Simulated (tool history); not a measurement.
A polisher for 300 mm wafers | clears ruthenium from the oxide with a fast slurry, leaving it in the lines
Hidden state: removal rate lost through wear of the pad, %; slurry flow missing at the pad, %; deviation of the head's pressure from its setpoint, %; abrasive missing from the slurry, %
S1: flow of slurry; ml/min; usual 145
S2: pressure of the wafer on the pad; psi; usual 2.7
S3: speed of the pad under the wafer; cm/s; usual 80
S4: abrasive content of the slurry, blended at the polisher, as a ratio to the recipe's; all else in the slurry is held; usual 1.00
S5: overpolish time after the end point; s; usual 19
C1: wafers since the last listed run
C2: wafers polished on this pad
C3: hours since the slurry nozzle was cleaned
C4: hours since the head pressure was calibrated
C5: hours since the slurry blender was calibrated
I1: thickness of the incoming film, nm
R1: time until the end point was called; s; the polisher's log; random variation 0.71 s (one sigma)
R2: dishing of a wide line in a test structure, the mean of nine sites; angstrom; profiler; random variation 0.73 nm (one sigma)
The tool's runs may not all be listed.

{"run": 1, "hour": 0.0, "S1": 145, "S2": 2.7, "S3": 80, "S4": 1.0, "S5": 19, "C1": 0, "C2": 517, "C3": 47.0, "C4": 800.9, "C5": 133.8, "I1": 160.6, "R1": 67.5, "R2": 349}
{"run": 2, "hour": 12.0, "S1": 145, "S2": 2.7, "S3": 80, "S4": 1.0, "S5": 19, "C1": 89, "C2": 607, "C3": 59.0, "C4": 812.9, "C5": 145.8, "I1": 160.9, "R1": 66.9, "R2": 338}
{"hour": 26.0, "done": "worn pad replaced by a new one"}
{"run": 3, "hour": 51.1, "S1": 145, "S2": 2.7, "S3": 80, "S4": 1.0, "S5": 19, "C1": 263, "C2": 188, "C3": 98.1, "C4": 852.0, "C5": 184.9, "I1": 158.8, "R1": 66.7, "R2": 340}
{"run": 4, "hour": 63.5, "S1": 115, "S2": 2.7, "S3": 80, "S4": 1.0, "S5": 19, "C1": 92, "C2": 281, "C3": 110.5, "C4": 864.4, "C5": 197.3, "I1": 162.6, "R1": 69.8, "R2": 329}
{"run": 5, "hour": 71.5, "S1": 115, "S2": 2.7, "S3": 80, "S4": 1.0, "S5": 19, "C1": 59, "C2": 341, "C3": 118.5, "C4": 872.4, "C5": 205.3, "I1": 160.8, "R1": 69.9, "R2": 337}
{"run": 6, "hour": 79.4, "S1": 115, "S2": 2.7, "S3": 80, "S4": 1.0, "S5": 19, "C1": 59, "C2": 400, "C3": 126.4, "C4": 880.3, "C5": 213.2, "I1": 162.5, "R1": 70.0, "R2": 341}
{"hour": 115.1, "done": "worn pad replaced by a new one"}
{"run": 7, "hour": 126.4, "S1": 145, "S2": 2.7, "S3": 80, "S4": 1.0, "S5": 19, "C1": 322, "C2": 85, "C3": 173.4, "C4": 927.3, "C5": 260.2, "I1": 160.1, "R1": 67.4, "R2": 330}
{"run": 8, "hour": 136.2, "S1": 145, "S2": 2.7, "S3": 80, "S4": 1.0, "S5": 19, "C1": 73, "C2": 158, "C3": 183.2, "C4": 937.1, "C5": 270.0, "I1": 158.9, "R1": 67.2, "R2": 341}
{"hour": 142.6, "done": "head pressure recalibrated"}
{"run": 9, "hour": 146.4, "S1": 145, "S2": 2.7, "S3": 80, "S4": 1.0, "S5": 19, "C1": 61, "C2": 219, "C3": 193.4, "C4": 3.8, "C5": 280.2, "I1": 158.2, "R1": 67.6, "R2": 330}
{"run": 10, "hour": 155.0, "S1": 110, "S2": 2.7, "S3": 80, "S4": 0.7, "S5": 10, "C1": 64, "C2": 284, "C3": 202.0, "C4": 12.4, "C5": 288.8, "I1": 160.3, "R1": 86.4, "R2": 164}
{"run": 11, "hour": 165.4, "S1": 145, "S2": 3.0, "S3": 70, "S4": 0.85, "S5": 9, "C1": 77, "C2": 362, "C3": 212.4, "C4": 22.8, "C5": 299.2, "I1": 159.5, "R1": 76.2, "R2": 162}
{"hour": 173.2, "done": "slurry nozzle cleaned"}
{"run": 12, "hour": 181.9, "S1": 145, "S2": 2.7, "S3": 80, "S4": 1.3, "S5": 15, "C1": 116, "C2": 478, "C3": 8.7, "C4": 39.3, "C5": 315.7, "I1": 159.0, "R1": 59.0, "R2": 307}
{"hour": 198.0, "done": "slurry blender recalibrated"}
{"run": 13, "hour": 198.5, "S1": 145, "S2": 2.7, "S3": 80, "S4": 1.2, "S5": 19, "C1": 109, "C2": 588, "C3": 25.3, "C4": 55.9, "C5": 0.5, "I1": 156.5, "R1": 52.5, "R2": 408}
{"run": 14, "hour": 206.6, "S1": 145, "S2": 2.7, "S3": 80, "S4": 0.85, "S5": 15, "C1": 60, "C2": 648, "C3": 33.4, "C4": 64.0, "C5": 8.6, "I1": 161.3, "R1": 65.7, "R2": 284}
{"hour": 212.4, "done": "worn pad replaced by a new one"}
{"run": 15, "hour": 221.7, "S1": 170, "S2": 2.2, "S3": 80, "S4": 1.0, "S5": 19, "C1": 83, "C2": 70, "C3": 48.5, "C4": 79.1, "C5": 23.7, "I1": 160.8, "R1": 73.5, "R2": 326}
{"run": 16, "hour": 230.7, "S1": 145, "S2": 2.7, "S3": 104, "S4": 0.8, "S5": 19, "C1": 67, "C2": 137, "C3": 57.5, "C4": 88.1, "C5": 32.7, "I1": 161.0, "R1": 54.8, "R2": 406}
{"run": 17, "hour": 237.3, "S1": 145, "S2": 2.1, "S3": 108, "S4": 0.85, "S5": 11, "C1": 49, "C2": 187, "C3": 64.1, "C4": 94.7, "C5": 39.3, "I1": 159.8, "R1": 64.6, "R2": 219}
{"run": 18, "hour": 246.9, "S1": 145, "S2": 2.7, "S3": 80, "S4": 1.0, "S5": 19, "C1": 71, "C2": 258, "C3": 73.7, "C4": 104.3, "C5": 48.9, "I1": 158.4, "R1": 62.3, "R2": 351}
{"run": 19, "hour": 253.1, "S1": 145, "S2": 2.7, "S3": 80, "S4": 1.0, "S5": 19, "C1": 46, "C2": 305, "C3": 79.9, "C4": 110.5, "C5": 55.1, "I1": 159.9, "R1": 62.9, "R2": 354}

3 ways to go on from here, each from the tool as it stands after run 19. What would each give?
{"run": "A", "hour": 253.5, "S1": 145, "S2": 3.5, "S3": 80, "S4": 1.0, "S5": 19, "C1": 2, "C2": 308, "C3": 80.3, "C4": 110.9, "C5": 55.5, "I1": 160.1, "R1": "?", "R2": "?"}
{"run": "B", "hour": 253.5, "S1": 145, "S2": 2.3, "S3": 98, "S4": 1.25, "S5": 12, "C1": 2, "C2": 308, "C3": 80.3, "C4": 110.9, "C5": 55.5, "I1": 160.1, "R1": "?", "R2": "?"}
{"run": "C", "hour": 253.5, "S1": 145, "S2": 2.4, "S3": 80, "S4": 1.0, "S5": 19, "C1": 2, "C2": 308, "C3": 80.3, "C4": 110.9, "C5": 55.5, "I1": 160.1, "R1": "?", "R2": "?"}

run=A R1=48.0 R2=416
run=B R1=53.7 R2=270
run=C R1=70.0 R2=315
Without the tool's hidden state the same runs would have given:
run=A R1=45.0 R2=435
run=B R1=50.7 R2=282
run=C R1=65.7 R2=331

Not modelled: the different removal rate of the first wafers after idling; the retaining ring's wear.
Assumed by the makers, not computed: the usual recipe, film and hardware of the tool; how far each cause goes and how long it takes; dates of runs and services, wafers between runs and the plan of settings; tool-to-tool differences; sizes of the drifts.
